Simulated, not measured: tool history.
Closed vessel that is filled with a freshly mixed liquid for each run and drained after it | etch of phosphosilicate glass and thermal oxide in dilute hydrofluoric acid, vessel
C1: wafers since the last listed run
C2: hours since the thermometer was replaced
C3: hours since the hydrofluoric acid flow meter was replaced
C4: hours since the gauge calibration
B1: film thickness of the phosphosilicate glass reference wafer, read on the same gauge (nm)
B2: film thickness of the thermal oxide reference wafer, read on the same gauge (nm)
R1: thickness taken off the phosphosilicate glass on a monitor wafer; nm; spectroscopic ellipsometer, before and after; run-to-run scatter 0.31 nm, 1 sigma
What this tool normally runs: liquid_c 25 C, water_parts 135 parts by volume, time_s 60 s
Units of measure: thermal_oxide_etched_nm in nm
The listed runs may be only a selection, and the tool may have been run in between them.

{"run": 1, "hour": 0.0, "liquid_c": 25, "water_parts": 135, "time_s": 40, "C1": 0, "C2": 1.4, "C3": 688.4, "C4": 9.2, "B1": 110.03, "B2": 59.995, "R1": 44.73, "thermal_oxide_etched_nm": 1.584}
{"run": 2, "hour": 41.0, "liquid_c": 25, "water_parts": 135, "time_s": 60, "C1": 3145, "C2": 42.4, "C3": 729.4, "C4": 50.2, "B1": 110, "B2": 59.992, "R1": 67.55, "thermal_oxide_etched_nm": 2.394}
{"run": 3, "hour": 47.6, "liquid_c": 25, "water_parts": 135, "time_s": 60, "C1": 506, "C2": 49, "C3": 736, "C4": 56.8, "B1": 110, "B2": 60, "R1": 68.11, "thermal_oxide_etched_nm": 2.419}
{"run": 4, "hour": 62.9, "liquid_c": 25, "water_parts": 135, "time_s": 60, "C1": 1173, "C2": 64.3, "C3": 751.3, "C4": 72.1, "B1": 109.99, "B2": 59.97, "R1": 67.34, "thermal_oxide_etched_nm": 2.436}
{"run": 5, "hour": 74.7, "liquid_c": 25, "water_parts": 135, "time_s": 60, "C1": 905, "C2": 76.1, "C3": 763.1, "C4": 83.9, "B1": 110, "B2": 60.017, "R1": 67.2, "thermal_oxide_etched_nm": 2.406}
{"run": 6, "hour": 80.9, "liquid_c": 25, "water_parts": 135, "time_s": 60, "C1": 475, "C2": 82.3, "C3": 769.3, "C4": 90.1, "B1": 109.98, "B2": 60.009, "R1": 67.92, "thermal_oxide_etched_nm": 2.436}
{"run": 7, "hour": 88.7, "liquid_c": 25, "water_parts": 105, "time_s": 60, "C1": 598, "C2": 90.1, "C3": 777.1, "C4": 97.9, "B1": 109.97, "B2": 59.963, "R1": 90.35, "thermal_oxide_etched_nm": 3.243}
{"run": 8, "hour": 101.3, "liquid_c": 25, "water_parts": 135, "time_s": 70, "C1": 966, "C2": 102.7, "C3": 789.7, "C4": 110.5, "B1": 110, "B2": 59.997, "R1": 79.92, "thermal_oxide_etched_nm": 2.732}
{"run": 9, "hour": 116.4, "liquid_c": 28.5, "water_parts": 95, "time_s": 30, "C1": 1158, "C2": 117.8, "C3": 804.8, "C4": 125.6, "B1": 110.04, "B2": 60.024, "R1": 57.51, "thermal_oxide_etched_nm": 2.063}
{"run": 10, "hour": 128.3, "liquid_c": 30, "water_parts": 75, "time_s": 30, "C1": 912, "C2": 129.7, "C3": 816.7, "C4": 137.5, "B1": 110.02, "B2": 60.007, "R1": 79.96, "thermal_oxide_etched_nm": 2.816}
{"run": 11, "hour": 163.8, "liquid_c": 22.5, "water_parts": 80, "time_s": 70, "C1": 2723, "C2": 165.2, "C3": 852.2, "C4": 173, "B1": 109.98, "B2": 60.005, "R1": 129.48, "thermal_oxide_etched_nm": 4.636}
{"run": 12, "hour": 172.0, "liquid_c": 25, "water_parts": 135, "time_s": 60, "C1": 629, "C2": 173.4, "C3": 860.4, "C4": 181.2, "B1": 110.02, "B2": 60.015, "R1": 68.14, "thermal_oxide_etched_nm": 2.356}
{"run": 13, "hour": 188.3, "liquid_c": 25, "water_parts": 105, "time_s": 50, "C1": 1250, "C2": 189.7, "C3": 876.7, "C4": 197.5, "B1": 110.04, "B2": 60.014, "R1": 75.57, "thermal_oxide_etched_nm": 2.658}
{"hour": 203.9, "done": "hydrofluoric acid flow meter replaced"}
{"run": 14, "hour": 205.8, "liquid_c": 20, "water_parts": 175, "time_s": 75, "C1": 1265, "C2": 207.2, "C3": 1.9, "C4": 215, "B1": 110, "B2": 60.004, "R1": 51.99, "thermal_oxide_etched_nm": 1.885}
{"run": 15, "hour": 213.9, "liquid_c": 22.5, "water_parts": 80, "time_s": 70, "C1": 621, "C2": 215.3, "C3": 10, "C4": 223.1, "B1": 110.03, "B2": 59.958, "R1": 130.14, "thermal_oxide_etched_nm": 4.637}
{"run": 16, "hour": 227.9, "liquid_c": 20.5, "water_parts": 135, "time_s": 60, "C1": 1074, "C2": 229.3, "C3": 24, "C4": 237.1, "B1": 110, "B2": 60.02, "R1": 57.36, "thermal_oxide_etched_nm": 2.021}
{"run": 17, "hour": 234.6, "liquid_c": 29.5, "water_parts": 185, "time_s": 90, "C1": 514, "C2": 236, "C3": 30.7, "C4": 243.8, "B1": 110.01, "B2": 59.989, "R1": 82.74, "thermal_oxide_etched_nm": 2.875}
{"run": 18, "hour": 246.7, "liquid_c": 28, "water_parts": 135, "time_s": 90, "C1": 928, "C2": 248.1, "C3": 42.8, "C4": 255.9, "B1": 110.05, "B2": 59.994, "R1": 114.37, "thermal_oxide_etched_nm": 4.096}
{"run": 19, "hour": 260.0, "liquid_c": 25, "water_parts": 135, "time_s": 60, "C1": 1020, "C2": 261.4, "C3": 56.1, "C4": 269.2, "B1": 110.02, "B2": 60.032, "R1": 68.31, "thermal_oxide_etched_nm": 2.454}
{"hour": 270.1, "done": "gauge calibrated"}
{"run": 20, "hour": 275.8, "liquid_c": 22, "water_parts": 135, "time_s": 60, "C1": 1212, "C2": 277.2, "C3": 71.9, "C4": 5.7, "B1": 110, "B2": 60.03, "R1": 60.63, "thermal_oxide_etched_nm": 2.194}
{"run": 21, "hour": 282.9, "liquid_c": 25, "water_parts": 135, "time_s": 90, "C1": 544, "C2": 284.3, "C3": 79, "C4": 12.8, "B1": 109.95, "B2": 60.031, "R1": 101.98, "thermal_oxide_etched_nm": 3.699}
{"run": 22, "hour": 289.6, "liquid_c": 25, "water_parts": 135, "time_s": 60, "C1": 514, "C2": 291, "C3": 85.7, "C4": 19.5, "B1": 109.96, "B2": 59.985, "R1": 68.37, "thermal_oxide_etched_nm": 2.494}
{"run": 23, "hour": 295.7, "liquid_c": 22, "water_parts": 115, "time_s": 90, "C1": 467, "C2": 297.1, "C3": 91.8, "C4": 25.6, "B1": 110.05, "B2": 59.989, "R1": 110.19, "thermal_oxide_etched_nm": 3.828}
{"run": 24, "hour": 309.3, "liquid_c": 25, "water_parts": 85, "time_s": 30, "C1": 1043, "C2": 310.7, "C3": 105.4, "C4": 39.2, "B1": 109.96, "B2": 60.005, "R1": 57.83, "thermal_oxide_etched_nm": 2.067}
{"run": 25, "hour": 316.6, "liquid_c": 21, "water_parts": 195, "time_s": 30, "C1": 560, "C2": 318, "C3": 112.7, "C4": 46.5, "B1": 110.02, "B2": 60.016, "R1": 19.05, "thermal_oxide_etched_nm": 0.698}

Consider 4 possible next runs. They are alternatives, not a sequence: every one starts from the tool as it was left by run 25. What does each give?
{"run": "A", "hour": 317.3, "liquid_c": 25, "water_parts": 135, "time_s": 60, "C1": 53, "C2": 318.7, "C3": 113.4, "C4": 47.2, "B1": "?", "B2": "?", "R1": "?", "thermal_oxide_etched_nm": "?"}
{"run": "B", "hour": 317.3, "liquid_c": 25, "water_parts": 115, "time_s": 60, "C1": 53, "C2": 318.7, "C3": 113.4, "C4": 47.2, "B1": "?", "B2": "?", "R1": "?", "thermal_oxide_etched_nm": "?"}
{"run": "C", "hour": 317.3, "liquid_c": 20.5, "water_parts": 75, "time_s": 80, "C1": 53, "C2": 318.7, "C3": 113.4, "C4": 47.2, "B1": "?", "B2": "?", "R1": "?", "thermal_oxide_etched_nm": "?"}
{"run": "D", "hour": 317.3, "liquid_c": 25, "water_parts": 200, "time_s": 45, "C1": 53, "C2": 318.7, "C3": 113.4, "C4": 47.2, "B1": "?", "B2": "?", "R1": "?", "thermal_oxide_etched_nm": "?"}

run=A B1=110.04 B2=59.989 R1=68.54 thermal_oxide_etched_nm=2.435
run=B B1=110.04 B2=59.989 R1=82.46 thermal_oxide_etched_nm=2.93
run=C B1=110.04 B2=59.989 R1=147.84 thermal_oxide_etched_nm=5.253
run=D B1=110.04 B2=59.989 R1=32.18 thermal_oxide_etched_nm=1.143
Without the tool's unlogged condition, the same runs would have read:
run=A R1=67.12 thermal_oxide_etched_nm=2.385
run=B R1=80.72 thermal_oxide_etched_nm=2.868
run=C R1=144.5 thermal_oxide_etched_nm=5.134
run=D R1=31.54 thermal_oxide_etched_nm=1.121
